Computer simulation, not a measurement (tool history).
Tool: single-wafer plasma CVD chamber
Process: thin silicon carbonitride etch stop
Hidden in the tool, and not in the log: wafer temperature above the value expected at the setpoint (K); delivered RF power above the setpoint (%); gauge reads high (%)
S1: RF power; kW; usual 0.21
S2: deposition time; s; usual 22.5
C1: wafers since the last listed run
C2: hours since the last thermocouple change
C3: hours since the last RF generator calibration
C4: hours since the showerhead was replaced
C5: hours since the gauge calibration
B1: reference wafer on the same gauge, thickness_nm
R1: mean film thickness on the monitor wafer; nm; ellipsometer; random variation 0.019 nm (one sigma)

{"run": 1, "hour": 0.0, "S1": 0.225, "S2": 22.5, "C1": 0, "C2": 2809.3, "C3": 1564.1, "C4": 6418.8, "C5": 160.9, "B1": 12.698, "R1": 12.217}
{"run": 2, "hour": 9.9, "S1": 0.225, "S2": 22.5, "C1": 142, "C2": 2819.2, "C3": 1574, "C4": 6428.7, "C5": 170.8, "B1": 12.704, "R1": 12.258}
{"run": 3, "hour": 19.1, "S1": 0.225, "S2": 22.5, "C1": 132, "C2": 2828.4, "C3": 1583.2, "C4": 6437.9, "C5": 180, "B1": 12.695, "R1": 12.249}
{"run": 4, "hour": 36.9, "S1": 0.245, "S2": 22.5, "C1": 256, "C2": 2846.2, "C3": 1601, "C4": 6455.7, "C5": 197.8, "B1": 12.705, "R1": 12.742}
{"run": 5, "hour": 51.0, "S1": 0.245, "S2": 22.5, "C1": 203, "C2": 2860.3, "C3": 1615.1, "C4": 6469.8, "C5": 211.9, "B1": 12.699, "R1": 12.709}
{"run": 6, "hour": 58.7, "S1": 0.245, "S2": 22.5, "C1": 111, "C2": 2868, "C3": 1622.8, "C4": 6477.5, "C5": 219.6, "B1": 12.704, "R1": 12.722}
{"run": 7, "hour": 68.1, "S1": 0.21, "S2": 22.5, "C1": 135, "C2": 2877.4, "C3": 1632.2, "C4": 6486.9, "C5": 229, "B1": 12.707, "R1": 11.854}
{"run": 8, "hour": 81.8, "S1": 0.18, "S2": 22.5, "C1": 197, "C2": 2891.1, "C3": 1645.9, "C4": 6500.6, "C5": 242.7, "B1": 12.7, "R1": 10.953}
{"run": 9, "hour": 98.6, "S1": 0.21, "S2": 22.5, "C1": 242, "C2": 2907.9, "C3": 1662.7, "C4": 6517.4, "C5": 259.5, "B1": 12.697, "R1": 11.848}
{"hour": 111.9, "done": "RF generator calibrated"}
{"run": 10, "hour": 112.4, "S1": 0.21, "S2": 22.5, "C1": 83, "C2": 2921.7, "C3": 0.5, "C4": 6531.2, "C5": 273.3, "B1": 12.702, "R1": 12.363}
{"run": 11, "hour": 126.5, "S1": 0.21, "S2": 22.5, "C1": 203, "C2": 2935.8, "C3": 14.6, "C4": 6545.3, "C5": 287.4, "B1": 12.698, "R1": 12.306}
{"run": 12, "hour": 142.4, "S1": 0.21, "S2": 22.5, "C1": 229, "C2": 2951.7, "C3": 30.5, "C4": 6561.2, "C5": 303.3, "B1": 12.703, "R1": 12.32}
{"hour": 155.3, "done": "thermocouple changed; heater temperature recalibrated"}
{"run": 13, "hour": 155.8, "S1": 0.21, "S2": 22.5, "C1": 77, "C2": 0.5, "C3": 43.9, "C4": 6574.6, "C5": 316.7, "B1": 12.699, "R1": 12.291}
{"run": 14, "hour": 160.6, "S1": 0.21, "S2": 22.5, "C1": 69, "C2": 5.3, "C3": 48.7, "C4": 6579.4, "C5": 321.5, "B1": 12.699, "R1": 12.285}
{"hour": 179.0, "done": "showerhead replaced"}
{"run": 15, "hour": 179.5, "S1": 0.185, "S2": 26.5, "C1": 157, "C2": 24.2, "C3": 67.6, "C4": 0.5, "C5": 340.4, "B1": 12.699, "R1": 13.563}
{"run": 16, "hour": 186.0, "S1": 0.18, "S2": 21.1, "C1": 93, "C2": 30.7, "C3": 74.1, "C4": 7, "C5": 346.9, "B1": 12.702, "R1": 10.655}
{"run": 17, "hour": 196.4, "S1": 0.185, "S2": 22.5, "C1": 150, "C2": 41.1, "C3": 84.5, "C4": 17.4, "C5": 357.3, "B1": 12.695, "R1": 11.542}
{"run": 18, "hour": 204.3, "S1": 0.2, "S2": 22.5, "C1": 113, "C2": 49, "C3": 92.4, "C4": 25.3, "C5": 365.2, "B1": 12.701, "R1": 11.972}
{"hour": 207.9, "done": "gauge calibrated"}
{"run": 19, "hour": 210.6, "S1": 0.21, "S2": 22.5, "C1": 90, "C2": 55.3, "C3": 98.7, "C4": 31.6, "C5": 2.7, "B1": 12.698, "R1": 12.257}
{"run": 20, "hour": 227.7, "S1": 0.25, "S2": 20.9, "C1": 246, "C2": 72.4, "C3": 115.8, "C4": 48.7, "C5": 19.8, "B1": 12.701, "R1": 12.314}
{"run": 21, "hour": 245.5, "S1": 0.225, "S2": 25.2, "C1": 256, "C2": 90.2, "C3": 133.6, "C4": 66.5, "C5": 37.6, "B1": 12.707, "R1": 14.135}
{"run": 22, "hour": 262.1, "S1": 0.25, "S2": 21.1, "C1": 239, "C2": 106.8, "C3": 150.2, "C4": 83.1, "C5": 54.2, "B1": 12.698, "R1": 12.402}
{"run": 23, "hour": 272.1, "S1": 0.23, "S2": 19, "C1": 144, "C2": 116.8, "C3": 160.2, "C4": 93.1, "C5": 64.2, "B1": 12.699, "R1": 10.766}
{"run": 24, "hour": 280.8, "S1": 0.195, "S2": 25.2, "C1": 125, "C2": 125.5, "C3": 168.9, "C4": 101.8, "C5": 72.9, "B1": 12.706, "R1": 13.208}
{"run": 25, "hour": 293.9, "S1": 0.175, "S2": 24.6, "C1": 188, "C2": 138.6, "C3": 182, "C4": 114.9, "C5": 86, "B1": 12.704, "R1": 12.163}
{"run": 26, "hour": 344.1, "S1": 0.19, "S2": 26.3, "C1": 724, "C2": 188.8, "C3": 232.2, "C4": 165.1, "C5": 136.2, "B1": 12.697, "R1": 13.532}
{"run": 27, "hour": 352.8, "S1": 0.21, "S2": 22.5, "C1": 125, "C2": 197.5, "C3": 240.9, "C4": 173.8, "C5": 144.9, "B1": 12.707, "R1": 12.147}
{"run": 28, "hour": 362.6, "S1": 0.21, "S2": 22.5, "C1": 141, "C2": 207.3, "C3": 250.7, "C4": 183.6, "C5": 154.7, "B1": 12.706, "R1": 12.142}

5 ways to go on from here, each from the tool as it stands after run 28. What would each give?
{"run": "A", "hour": 363.0, "S1": 0.21, "S2": 22.5, "C1": 5, "C2": 207.7, "C3": 251.1, "C4": 184, "C5": 155.1, "B1": "?", "R1": "?"}
{"run": "B", "hour": 363.0, "S1": 0.195, "S2": 18.4, "C1": 5, "C2": 207.7, "C3": 251.1, "C4": 184, "C5": 155.1, "B1": "?", "R1": "?"}
{"run": "C", "hour": 363.0, "S1": 0.185, "S2": 20.4, "C1": 5, "C2": 207.7, "C3": 251.1, "C4": 184, "C5": 155.1, "B1": "?", "R1": "?"}
{"run": "D", "hour": 363.0, "S1": 0.21, "S2": 26.2, "C1": 5, "C2": 207.7, "C3": 251.1, "C4": 184, "C5": 155.1, "B1": "?", "R1": "?"}
{"run": "E", "hour": 363.0, "S1": 0.175, "S2": 18.4, "C1": 5, "C2": 207.7, "C3": 251.1, "C4": 184, "C5": 155.1, "B1": "?", "R1": "?"}

run=A B1=12.695 R1=12.185
run=B B1=12.695 R1=9.614
run=C B1=12.695 R1=10.381
run=D B1=12.695 R1=14.189
run=E B1=12.695 R1=9.095
Without the tool's hidden state the same runs would have given:
run=A R1=12.373
run=B R1=9.762
run=C R1=10.541
run=D R1=14.407
run=E R1=9.235
